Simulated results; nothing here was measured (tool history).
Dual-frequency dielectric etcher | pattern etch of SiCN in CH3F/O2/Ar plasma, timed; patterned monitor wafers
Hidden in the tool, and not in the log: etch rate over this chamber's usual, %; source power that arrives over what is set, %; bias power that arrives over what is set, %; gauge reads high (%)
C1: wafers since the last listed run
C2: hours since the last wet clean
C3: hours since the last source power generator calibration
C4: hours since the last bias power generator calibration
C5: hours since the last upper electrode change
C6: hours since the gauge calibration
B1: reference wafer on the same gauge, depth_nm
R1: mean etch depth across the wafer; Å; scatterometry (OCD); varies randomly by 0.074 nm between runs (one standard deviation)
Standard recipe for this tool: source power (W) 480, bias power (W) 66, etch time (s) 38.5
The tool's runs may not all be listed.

{"run": 1, "day": 0.0, "source power (W)": 480, "bias power (W)": 66, "etch time (s)": 38.5, "C1": 0, "C2": 338.6, "C3": 1154.3, "C4": 1554.3, "C5": 1618.8, "C6": 211.1, "B1": 18.12, "R1": 160.5}
{"run": 2, "day": 3.312, "source power (W)": 480, "bias power (W)": 66, "etch time (s)": 38.5, "C1": 997, "C2": 418.1, "C3": 1233.8, "C4": 1633.8, "C5": 1698.3, "C6": 290.6, "B1": 18.09, "R1": 161.6}
{"day": 8.129, "done": "wet clean of the chamber"}
{"run": 3, "day": 8.15, "source power (W)": 480, "bias power (W)": 66, "etch time (s)": 38.5, "C1": 1156, "C2": 0.5, "C3": 1349.9, "C4": 1749.9, "C5": 1814.4, "C6": 406.7, "B1": 18.1, "R1": 161.8}
{"run": 4, "day": 17.058, "source power (W)": 480, "bias power (W)": 66, "etch time (s)": 38.5, "C1": 2683, "C2": 214.3, "C3": 1563.7, "C4": 1963.7, "C5": 2028.2, "C6": 620.5, "B1": 18.11, "R1": 162.9}
{"run": 5, "day": 20.662, "source power (W)": 480, "bias power (W)": 66, "etch time (s)": 38.5, "C1": 1085, "C2": 300.8, "C3": 1650.2, "C4": 2050.2, "C5": 2114.7, "C6": 707.0, "B1": 18.1, "R1": 162.4}
{"run": 6, "day": 24.562, "source power (W)": 540, "bias power (W)": 54, "etch time (s)": 38.5, "C1": 1174, "C2": 394.4, "C3": 1743.8, "C4": 2143.8, "C5": 2208.3, "C6": 800.6, "B1": 18.09, "R1": 160.7}
{"day": 28.454, "done": "wet clean of the chamber"}
{"run": 7, "day": 28.838, "source power (W)": 540, "bias power (W)": 54, "etch time (s)": 38.5, "C1": 986, "C2": 9.2, "C3": 1846.4, "C4": 2246.4, "C5": 2310.9, "C6": 903.2, "B1": 18.13, "R1": 161.0}
{"run": 8, "day": 31.146, "source power (W)": 540, "bias power (W)": 54, "etch time (s)": 38.5, "C1": 695, "C2": 64.6, "C3": 1901.8, "C4": 2301.8, "C5": 2366.3, "C6": 958.6, "B1": 18.1, "R1": 160.3}
{"run": 9, "day": 33.204, "source power (W)": 480, "bias power (W)": 66, "etch time (s)": 43.5, "C1": 620, "C2": 114.0, "C3": 1951.2, "C4": 2351.2, "C5": 2415.7, "C6": 1008.0, "B1": 18.09, "R1": 182.7}
{"run": 10, "day": 40.425, "source power (W)": 480, "bias power (W)": 66, "etch time (s)": 43.5, "C1": 2175, "C2": 287.3, "C3": 2124.5, "C4": 2524.5, "C5": 2589.0, "C6": 1181.3, "B1": 18.11, "R1": 183.3}
{"run": 11, "day": 42.617, "source power (W)": 580, "bias power (W)": 66, "etch time (s)": 38.5, "C1": 660, "C2": 339.9, "C3": 2177.1, "C4": 2577.1, "C5": 2641.6, "C6": 1233.9, "B1": 18.08, "R1": 182.4}
{"run": 12, "day": 44.383, "source power (W)": 580, "bias power (W)": 66, "etch time (s)": 38.5, "C1": 532, "C2": 382.3, "C3": 2219.5, "C4": 2619.5, "C5": 2684.0, "C6": 1276.3, "B1": 18.1, "R1": 183.1}
{"run": 13, "day": 45.946, "source power (W)": 480, "bias power (W)": 66, "etch time (s)": 38.5, "C1": 470, "C2": 419.8, "C3": 2257.0, "C4": 2657.0, "C5": 2721.5, "C6": 1313.8, "B1": 18.1, "R1": 162.5}
{"day": 49.925, "done": "wet clean of the chamber"}
{"run": 14, "day": 49.946, "source power (W)": 480, "bias power (W)": 66, "etch time (s)": 38.5, "C1": 903, "C2": 0.5, "C3": 2353.0, "C4": 2753.0, "C5": 2817.5, "C6": 1409.8, "B1": 18.11, "R1": 161.8}
{"day": 51.738, "done": "upper electrode replaced, of another model than before"}
{"day": 52.546, "done": "bias power generator calibrated"}
{"run": 15, "day": 53.617, "source power (W)": 480, "bias power (W)": 66, "etch time (s)": 38.5, "C1": 754, "C2": 88.6, "C3": 2441.1, "C4": 25.7, "C5": 45.1, "C6": 1497.9, "B1": 18.1, "R1": 159.3}
{"run": 16, "day": 55.667, "source power (W)": 480, "bias power (W)": 77, "etch time (s)": 38.5, "C1": 617, "C2": 137.8, "C3": 2490.3, "C4": 74.9, "C5": 94.3, "C6": 1547.1, "B1": 18.1, "R1": 175.9}
{"run": 17, "day": 59.483, "source power (W)": 480, "bias power (W)": 66, "etch time (s)": 38.5, "C1": 1149, "C2": 229.4, "C3": 2581.9, "C4": 166.5, "C5": 185.9, "C6": 1638.7, "B1": 18.09, "R1": 158.8}
{"run": 18, "day": 62.229, "source power (W)": 480, "bias power (W)": 66, "etch time (s)": 38.5, "C1": 827, "C2": 295.3, "C3": 2647.8, "C4": 232.4, "C5": 251.8, "C6": 1704.6, "B1": 18.11, "R1": 159.5}

Run 19 comes next. What will it give?
{"run": 19, "day": 63.871, "source power (W)": 480, "bias power (W)": 66, "etch time (s)": 46.0, "C1": 494, "C2": 334.7, "C3": 2687.2, "C4": 271.8, "C5": 291.2, "C6": 1744.0, "B1": "?", "R1": "?"}

For run 19 the tool returned B1 18.10, R1 192.1 Å.
Were there no unlogged condition in the tool, this run, its random variation unchanged, would have produced R1 192.4 Å.
